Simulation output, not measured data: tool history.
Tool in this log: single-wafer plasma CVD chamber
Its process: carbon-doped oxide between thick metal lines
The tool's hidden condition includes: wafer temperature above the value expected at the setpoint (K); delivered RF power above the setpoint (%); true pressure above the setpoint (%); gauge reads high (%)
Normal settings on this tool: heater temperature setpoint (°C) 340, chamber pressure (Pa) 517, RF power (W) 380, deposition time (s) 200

| run | day | heater temperature setpoint (°C) | chamber pressure (Pa) | RF power (W) | deposition time (s) | wafers since the last listed run | hours since the last thermocouple change | hours since the last RF generator calibration | hours since the last manometer calibration | hours since the showerhead was replaced | hours since the gauge calibration | read-back reference wafer on the same gauge, thickness_nm | mean film thickness on the monitor wafer (nm) |
|---|---|---|---|---|---|---|---|---|---|---|---|---|---|
| 1 | 0 | 340 | 563 | 380 | 189 | 0 | 2471.1 | 1341.1 | 1321.6 | 2786.2 | 189.1 | 814.142 | 766.189 |
| 2 | 0.492 | 340 | 563 | 380 | 189 | 112 | 2482.9 | 1352.9 | 1333.4 | 2798 | 200.9 | 815.155 | 765.579 |
| 3 | 1.046 | 350 | 601 | 380 | 200 | 126 | 2496.2 | 1366.2 | 1346.7 | 2811.3 | 214.2 | 817.02 | 788.163 |
| 4 | 1.425 | 350 | 601 | 380 | 200 | 86 | 2505.3 | 1375.3 | 1355.8 | 2820.4 | 223.3 | 817.367 | 798.526 |
| 5 | 1.846 | 350 | 601 | 380 | 200 | 96 | 2515.4 | 1385.4 | 1365.9 | 2830.5 | 233.4 | 817.871 | 804.211 |
| 6 | 2.417 | 340 | 565 | 380 | 200 | 130 | 2529.1 | 1399.1 | 1379.6 | 2844.2 | 247.1 | 815.142 | 811.592 |
| 7 | 2.862 | 340 | 517 | 380 | 200 | 102 | 2539.8 | 1409.8 | 1390.3 | 2854.9 | 257.8 | 815.767 | 793.033 |
| 8 | 3.35 | 340 | 517 | 380 | 200 | 111 | 2551.5 | 1421.5 | 1402 | 2866.6 | 269.5 | 816.16 | 806.705 |
|  | 3.704 | thermocouple changed; heater temperature recalibrated |
| 9 | 3.746 | 340 | 487 | 380 | 186 | 14 | 1 | 1431 | 1411.5 | 2876.1 | 279 | 814.845 | 726.919 |
| 10 | 4.308 | 340 | 487 | 380 | 186 | 128 | 14.5 | 1444.5 | 1425 | 2889.6 | 292.5 | 816.4 | 730.112 |
| 11 | 4.758 | 340 | 487 | 380 | 186 | 103 | 25.3 | 1455.3 | 1435.8 | 2900.4 | 303.3 | 816.393 | 733.025 |
| 12 | 5.333 | 340 | 517 | 380 | 221 | 131 | 39.1 | 1469.1 | 1449.6 | 2914.2 | 317.1 | 815.927 | 877.604 |
| 13 | 6.083 | 340 | 591 | 420 | 232 | 171 | 57.1 | 1487.1 | 1467.6 | 2932.2 | 335.1 | 817.628 | 1039.016 |
| 14 | 7.608 | 328 | 517 | 380 | 200 | 349 | 93.7 | 1523.7 | 1504.2 | 2968.8 | 371.7 | 814.752 | 830.573 |
| 15 | 8.221 | 350 | 517 | 305 | 200 | 140 | 108.4 | 1538.4 | 1518.9 | 2983.5 | 386.4 | 816.333 | 647.729 |
| 16 | 8.479 | 340 | 517 | 380 | 200 | 59 | 114.6 | 1544.6 | 1525.1 | 2989.7 | 392.6 | 817.629 | 799.742 |
|  | 8.662 | gauge calibrated |
|  | 8.829 | showerhead replaced |
| 17 | 8.867 | 340 | 517 | 380 | 200 | 12 | 123.9 | 1553.9 | 1534.4 | 0.9 | 4.9 | 815.314 | 802.157 |
| 18 | 9.217 | 340 | 517 | 380 | 200 | 80 | 132.3 | 1562.3 | 1542.8 | 9.3 | 13.3 | 816.595 | 795.207 |
|  | 9.838 | RF generator calibrated |
|  | 10.758 | capacitance manometer re-zeroed and calibrated |
| 19 | 11.325 | 340 | 517 | 380 | 200 | 330 | 182.9 | 35.7 | 13.6 | 59.9 | 63.9 | 816.34 | 791.385 |
| 20 | 12.029 | 354 | 397 | 380 | 189 | 161 | 199.8 | 52.6 | 30.5 | 76.8 | 80.8 | 817.251 | 695.182 |
| 21 | 12.488 | 340 | 517 | 380 | 200 | 104 | 210.8 | 63.6 | 41.5 | 87.8 | 91.8 | 815.224 | 798.267 |
| 22 | 13.208 | 340 | 603 | 445 | 200 | 165 | 228.1 | 80.9 | 58.8 | 105.1 | 109.1 | 816.072 | 931.82 |
| 23 | 13.725 | 340 | 517 | 440 | 200 | 118 | 240.5 | 93.3 | 71.2 | 117.5 | 121.5 | 815.071 | 890.536 |
| 24 | 14.025 | 340 | 517 | 380 | 200 | 68 | 247.7 | 100.5 | 78.4 | 124.7 | 128.7 | 816.207 | 802.71 |
| 25 | 14.679 | 325 | 517 | 380 | 200 | 149 | 263.4 | 116.2 | 94.1 | 140.4 | 144.4 | 815.927 | 840.743 |
| 26 | 14.95 | 349 | 517 | 440 | 200 | 62 | 269.9 | 122.7 | 100.6 | 146.9 | 150.9 | 817.229 | 864.495 |
| 27 | 15.258 | 340 | 517 | 380 | 168 | 70 | 277.3 | 130.1 | 108 | 154.3 | 158.3 | 816.783 | 668.622 |
| 28 | 15.946 | 354 | 517 | 450 | 200 | 157 | 293.8 | 146.6 | 124.5 | 170.8 | 174.8 | 815.88 | 869.758 |
| 29 | 16.467 | 340 | 632 | 380 | 200 | 119 | 306.3 | 159.1 | 137 | 183.3 | 187.3 | 817.4 | 827.968 |

Predict each of these 3 candidate next runs independently; none follows another, all start after run 29:
| A | 16.488 | 348 | 517 | 380 | 200 | 4 | 306.8 | 159.6 | 137.5 | 183.8 | 187.8 | ? | ? |
| B | 16.488 | 340 | 517 | 380 | 211 | 4 | 306.8 | 159.6 | 137.5 | 183.8 | 187.8 | ? | ? |
| C | 16.488 | 340 | 623 | 380 | 161 | 4 | 306.8 | 159.6 | 137.5 | 183.8 | 187.8 | ? | ? |

| run | read-back reference wafer on the same gauge, thickness_nm | mean film thickness on the monitor wafer (nm) |
|---|---|---|
| A | 816.381 | 780.007 |
| B | 816.381 | 843.313 |
| C | 816.381 | 669.305 |
Without the tool's unlogged condition, the same runs would have read:
| run | mean film thickness on the monitor wafer (nm) |
|---|---|
| A | 780.007 |
| B | 843.313 |
| C | 669.305 |

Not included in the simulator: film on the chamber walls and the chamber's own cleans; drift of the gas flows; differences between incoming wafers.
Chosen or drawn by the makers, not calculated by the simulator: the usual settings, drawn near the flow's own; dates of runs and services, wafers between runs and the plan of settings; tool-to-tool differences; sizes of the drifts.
